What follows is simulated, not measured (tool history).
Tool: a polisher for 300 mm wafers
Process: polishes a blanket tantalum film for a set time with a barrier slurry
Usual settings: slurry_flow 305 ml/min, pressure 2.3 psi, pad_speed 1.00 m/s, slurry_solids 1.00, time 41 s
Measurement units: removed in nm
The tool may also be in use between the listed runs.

| run | hour | slurry_flow | pressure | pad_speed | slurry_solids | time | incoming thickness of the incoming film, nm | removed |
|---|---|---|---|---|---|---|---|---|
| 1 | 0.0 | 305 | 2.3 | 1.00 | 1.15 | 41 | 330.8 | 91.0 |
|  | 59.2 | worn pad replaced by a new one |
|  | 74.8 | head pressure recalibrated |
| 2 | 85.2 | 305 | 2.9 | 1.00 | 1.00 | 41 | 330.4 | 106.3 |
| 3 | 121.6 | 305 | 2.9 | 1.00 | 1.00 | 41 | 330.1 | 108.5 |
| 4 | 158.6 | 305 | 2.9 | 1.00 | 1.00 | 41 | 328.6 | 104.6 |
|  | 198.7 | slurry blender recalibrated |
|  | 214.1 | slurry nozzle cleaned |
| 5 | 228.0 | 360 | 2.3 | 1.00 | 1.00 | 34 | 330.8 | 77.0 |
| 6 | 283.7 | 305 | 2.3 | 1.22 | 0.90 | 41 | 328.4 | 106.6 |
| 7 | 332.6 | 305 | 2.3 | 1.00 | 1.00 | 41 | 334.6 | 88.9 |
| 8 | 467.0 | 305 | 2.3 | 1.00 | 1.00 | 41 | 331.8 | 88.2 |
|  | 477.9 | worn pad replaced by a new one |
| 9 | 500.0 | 305 | 2.3 | 1.00 | 1.00 | 41 | 330.8 | 87.0 |
| 10 | 539.4 | 305 | 2.3 | 1.00 | 1.00 | 41 | 329.4 | 87.6 |
|  | 583.4 | slurry blender recalibrated |
|  | 614.1 | head pressure recalibrated |
|  | 636.0 | slurry nozzle cleaned |
| 11 | 642.4 | 305 | 2.3 | 1.00 | 1.00 | 41 | 327.1 | 91.2 |
| 12 | 708.8 | 305 | 2.3 | 1.00 | 1.00 | 46 | 329.4 | 101.8 |
| 13 | 798.6 | 305 | 2.3 | 1.00 | 1.00 | 41 | 334.3 | 91.9 |
|  | 823.5 | worn pad replaced by a new one |
| 14 | 851.3 | 305 | 2.3 | 1.00 | 1.00 | 41 | 327.0 | 87.0 |
| 15 | 892.7 | 305 | 2.3 | 1.00 | 1.00 | 41 | 332.8 | 88.4 |
|  | 948.9 | slurry blender recalibrated |
| 16 | 950.4 | 305 | 2.3 | 1.22 | 0.90 | 41 | 324.0 | 111.5 |
|  | 981.6 | slurry nozzle cleaned |
| 17 | 1003.6 | 305 | 2.3 | 1.00 | 1.00 | 52 | 337.0 | 118.2 |
| 18 | 1031.9 | 305 | 1.8 | 1.00 | 1.00 | 41 | 328.7 | 71.9 |
| 19 | 1078.2 | 305 | 2.3 | 1.18 | 1.00 | 41 | 329.3 | 106.1 |
|  | 1112.0 | head pressure recalibrated |
| 20 | 1143.4 | 305 | 2.3 | 1.00 | 1.00 | 30 | 327.5 | 64.5 |
| 21 | 1211.3 | 305 | 2.3 | 1.30 | 1.00 | 41 | 327.5 | 114.4 |
|  | 1222.1 | worn pad replaced by a new one |
| 22 | 1266.5 | 385 | 2.3 | 1.00 | 1.00 | 32 | 330.1 | 69.9 |
|  | 1323.2 | slurry nozzle cleaned |
| 23 | 1334.0 | 305 | 1.5 | 1.00 | 1.00 | 30 | 326.7 | 43.5 |
|  | 1365.6 | slurry blender recalibrated |
| 24 | 1403.3 | 305 | 2.3 | 1.00 | 1.00 | 41 | 332.6 | 91.6 |
|  | 1551.4 | worn pad replaced by a new one |
| 25 | 1584.4 | 305 | 2.8 | 1.14 | 1.00 | 53 | 331.5 | 160.4 |
|  | 1594.3 | head pressure recalibrated |
| 26 | 1608.4 | 305 | 3.1 | 1.00 | 0.85 | 41 | 324.7 | 108.0 |
| 27 | 1644.3 | 305 | 2.3 | 1.00 | 0.70 | 41 | 335.2 | 78.8 |
|  | 1687.2 | slurry nozzle cleaned |
| 28 | 1706.7 | 305 | 2.3 | 1.00 | 1.00 | 41 | 330.7 | 87.5 |
|  | 1729.9 | slurry blender recalibrated |
| 29 | 1735.6 | 305 | 2.3 | 1.00 | 1.00 | 41 | 330.6 | 93.8 |
| 30 | 1780.5 | 305 | 3.1 | 1.00 | 1.00 | 41 | 332.2 | 120.2 |
| 31 | 1819.3 | 385 | 2.8 | 0.68 | 1.00 | 52 | 331.4 | 94.5 |

The tool's hidden state at each run:
removal rate lost through wear of the pad, %: 0 in every run
slurry flow missing at the pad, %: 0 in every run
deviation of the head's pressure from its setpoint, %: 0 in every run
H1: abrasive missing from the slurry, %
| run | H1 |
|---|---|
| 1 | 25.8 |
| 2 | 27.9 |
| 3 | 28.4 |
| 4 | 28.8 |
| 5 | 6.7 |
| 6 | 13.7 |
| 7 | 17.7 |
| 8 | 23.2 |
| 9 | 23.9 |
| 10 | 24.4 |
| 11 | 10.2 |
| 12 | 16.5 |
| 13 | 21.1 |
| 14 | 22.6 |
| 15 | 23.4 |
| 16 | 2.31 |
| 17 | 10.7 |
| 18 | 13.9 |
| 19 | 17.9 |
| 20 | 21.4 |
| 21 | 23.5 |
| 22 | 24.6 |
| 23 | 25.4 |
| 24 | 8.29 |
| 25 | 22.1 |
| 26 | 22.9 |
| 27 | 23.7 |
| 28 | 24.8 |
| 29 | 1.15 |
| 30 | 8.24 |
| 31 | 12.6 |
